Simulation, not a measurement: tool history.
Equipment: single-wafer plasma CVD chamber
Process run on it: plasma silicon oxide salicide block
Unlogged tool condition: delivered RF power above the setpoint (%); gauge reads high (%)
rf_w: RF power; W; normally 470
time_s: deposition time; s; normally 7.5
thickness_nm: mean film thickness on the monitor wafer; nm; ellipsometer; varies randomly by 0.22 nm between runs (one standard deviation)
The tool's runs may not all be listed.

run,hour,rf_w,time_s,wafers since the last listed run,hours since the last RF generator calibration,hours since the showerhead was replaced,hours since the gauge calibration,"read-back reference wafer on the same gauge, thickness_nm",thickness_nm
1,0,525,7.5,0,409.1,2768.4,675.4,59.219,70.847
2,14.3,525,7.5,312,423.4,2782.7,689.7,59.27,71.089
3,34.2,425,7.5,434,443.3,2802.6,709.6,59.248,65.97
4,56.1,425,7.5,478,465.2,2824.5,731.5,59.318,65.875
5,86.4,470,6.7,661,495.5,2854.8,761.8,59.351,61.253
6,121.2,470,6.7,760,530.3,2889.6,796.6,59.448,61.256
7,143.2,470,6.7,480,552.3,2911.6,818.6,59.454,61.215
8,163.1,470,7.5,434,572.2,2931.5,838.5,59.485,68.645
9,184.7,470,7.5,471,593.8,2953.1,860.1,59.499,68.627
10,212.5,470,7.5,607,621.6,2980.9,887.9,59.505,68.559
11,228,470,7.5,338,637.1,2996.4,903.4,59.556,68.554
12,247.2,470,7.5,419,656.3,3015.6,922.6,59.56,68.453
13,261.9,415,7.5,321,671,3030.3,937.3,59.62,65.724
# hour 273.6: gauge calibrated
14,278.5,415,7.5,362,687.6,3046.9,4.9,58.83,64.692
15,294,415,7.5,338,703.1,3062.4,20.4,58.852,64.605
# hour 322.3: RF generator calibrated
16,322.8,435,7.5,454,0.5,3091.2,49.2,58.831,66.158
17,346.1,435,7.5,509,23.8,3114.5,72.5,58.945,66.14
18,391.6,545,8.02,993,69.3,3160,118,59.022,76.777
19,420.1,550,8.16,622,97.8,3188.5,146.5,59.022,78.099
20,442.2,520,8.1,482,119.9,3210.6,168.6,59.047,75.91
21,463.5,505,7.5,465,141.2,3231.9,189.9,59.079,69.729
22,484.9,470,7.5,467,162.6,3253.3,211.3,59.159,68.2
23,515.9,540,6.46,677,193.6,3284.3,242.3,59.15,62.083
24,551.2,525,8.09,771,228.9,3319.6,277.6,59.2,76.523
25,579,525,7.5,607,256.7,3347.4,305.4,59.232,70.87
# hour 671.3: showerhead replaced
26,675.4,470,7.5,1931,353.1,4.1,401.8,59.404,68.663
27,687.7,525,8.25,268,365.4,16.4,414.1,59.433,78.296
28,716.4,470,7.5,626,394.1,45.1,442.8,59.451,68.414
29,735.6,495,7.5,419,413.3,64.3,462,59.493,69.989
30,758.3,425,6.45,495,436,87,484.7,59.45,56.804
31,789.8,470,7.5,688,467.5,118.5,516.2,59.603,68.64
32,820.4,510,7.5,668,498.1,149.1,546.8,59.567,70.973
33,838.4,440,7.5,393,516.1,167.1,564.8,59.628,67.08
34,869.8,505,6.56,685,547.5,198.5,596.2,59.669,61.852

Describe how what the log doesn't record of the tool's condition differs between the last listed run preceding each entry between runs and the first listed run following it.
After run 13, before run 14: gauge calibrated (hour 273.6)
  gauge reads high (%): 1.72 -> 0.395
  measured result minus the result with no hidden state, thickness_nm: +1.113 -> +0.255 nm
After run 15, before run 16: RF generator calibrated (hour 322.3)
  gauge reads high (%): 0.432 -> 0.5
  measured result minus the result with no hidden state, thickness_nm: +0.278 -> +0.329 nm
After run 25, before run 26: showerhead replaced (hour 671.3)
  gauge reads high (%): 1.11 -> 1.33
  measured result minus the result with no hidden state, thickness_nm: +0.775 -> +0.904 nm
